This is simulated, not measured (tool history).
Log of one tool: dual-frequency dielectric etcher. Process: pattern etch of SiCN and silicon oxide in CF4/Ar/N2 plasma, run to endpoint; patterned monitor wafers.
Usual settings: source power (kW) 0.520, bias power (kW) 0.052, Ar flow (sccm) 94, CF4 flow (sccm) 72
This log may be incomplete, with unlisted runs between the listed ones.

run,hour,source power (kW),bias power (kW),Ar flow (sccm),CF4 flow (sccm),wafers since the last listed run,hours since the last wet clean,hours since the last source power generator calibration,hours since the last bias power generator calibration,hours since the last Ar flow controller change,hours since the last CF4 flow controller change,hours since the last upper electrode change,"incoming incoming film thickness, nm",endpoint time (s)
1,0.0,0.600,0.052,101,72,0,10.5,127.9,41.7,111.6,3488.4,2491.5,17.22,17.4
2,15.0,0.470,0.052,83,72,145,25.5,142.9,56.7,126.6,3503.4,2506.5,17.25,20.7
3,25.4,0.520,0.048,94,56,100,35.9,153.3,67.1,137.0,3513.8,2516.9,17.21,20.5
4,33.6,0.520,0.052,94,72,79,44.1,161.5,75.3,145.2,3522.0,2525.1,17.24,19.1
5,44.6,0.520,0.052,94,72,106,55.1,172.5,86.3,156.2,3533.0,2536.1,17.30,19.4
6,58.7,0.520,0.052,94,72,136,69.2,186.6,100.4,170.3,3547.1,2550.2,17.19,19.2
7,70.7,0.450,0.045,113,56,116,81.2,198.6,112.4,182.3,3559.1,2562.2,17.34,23.7
8,87.4,0.520,0.041,114,72,162,97.9,215.3,129.1,199.0,3575.8,2578.9,17.21,20.7
9,96.4,0.470,0.045,94,72,87,106.9,224.3,138.1,208.0,3584.8,2587.9,17.04,21.1
10,105.9,0.520,0.052,94,72,92,116.4,233.8,147.6,217.5,3594.3,2597.4,17.24,19.3
11,114.7,0.430,0.052,72,88,85,125.2,242.6,156.4,226.3,3603.1,2606.2,17.12,20.8
12,124.1,0.520,0.052,94,72,91,134.6,252.0,165.8,235.7,3612.5,2615.6,17.52,19.6
13,138.5,0.520,0.061,117,82,139,149.0,266.4,180.2,250.1,3626.9,2630.0,17.31,19.0
# hour 160.5: CF4 flow controller replaced
# hour 167.8: upper electrode replaced
14,168.3,0.520,0.052,94,72,159,178.8,296.2,210.0,279.9,7.8,0.5,17.14,19.2
15,170.6,0.390,0.052,94,67,22,181.1,298.5,212.3,282.2,10.1,2.8,17.30,24.4
16,179.2,0.520,0.052,94,72,83,189.7,307.1,220.9,290.8,18.7,11.4,17.36,19.4
17,192.5,0.520,0.052,94,72,129,203.0,320.4,234.2,304.1,32.0,24.7,17.06,19.2
18,208.1,0.520,0.052,105,72,151,218.6,336.0,249.8,319.7,47.6,40.3,16.88,19.3
19,242.4,0.570,0.047,94,72,332,252.9,370.3,284.1,354.0,81.9,74.6,17.15,18.2
20,252.0,0.520,0.052,94,72,93,262.5,379.9,293.7,363.6,91.5,84.2,17.20,19.5
21,260.9,0.520,0.052,94,72,86,271.4,388.8,302.6,372.5,100.4,93.1,17.34,19.3
22,276.7,0.410,0.056,73,86,153,287.2,404.6,318.4,388.3,116.2,108.9,17.08,21.7
23,293.5,0.520,0.052,94,72,163,304.0,421.4,335.2,405.1,133.0,125.7,17.17,19.3
24,310.4,0.520,0.063,94,58,163,320.9,438.3,352.1,422.0,149.9,142.6,17.26,19.0
25,325.6,0.520,0.045,106,72,147,336.1,453.5,367.3,437.2,165.1,157.8,17.15,20.1

4 ways to go on from here, each from the tool as it stands after run 25. What would each give?
A,326.0,0.520,0.052,94,72,3,336.5,453.9,367.7,437.6,165.5,158.2,17.11,?
B,326.0,0.520,0.057,94,72,3,336.5,453.9,367.7,437.6,165.5,158.2,17.11,?
C,326.0,0.610,0.055,85,72,3,336.5,453.9,367.7,437.6,165.5,158.2,17.11,?
D,326.0,0.450,0.060,80,67,3,336.5,453.9,367.7,437.6,165.5,158.2,17.11,?

run,endpoint time (s)
A,19.0
B,18.7
C,16.4
D,20.5
What these runs would have given with no unlogged condition in the tool:
run,endpoint time (s)
A,19.0
B,18.7
C,16.4
D,20.5
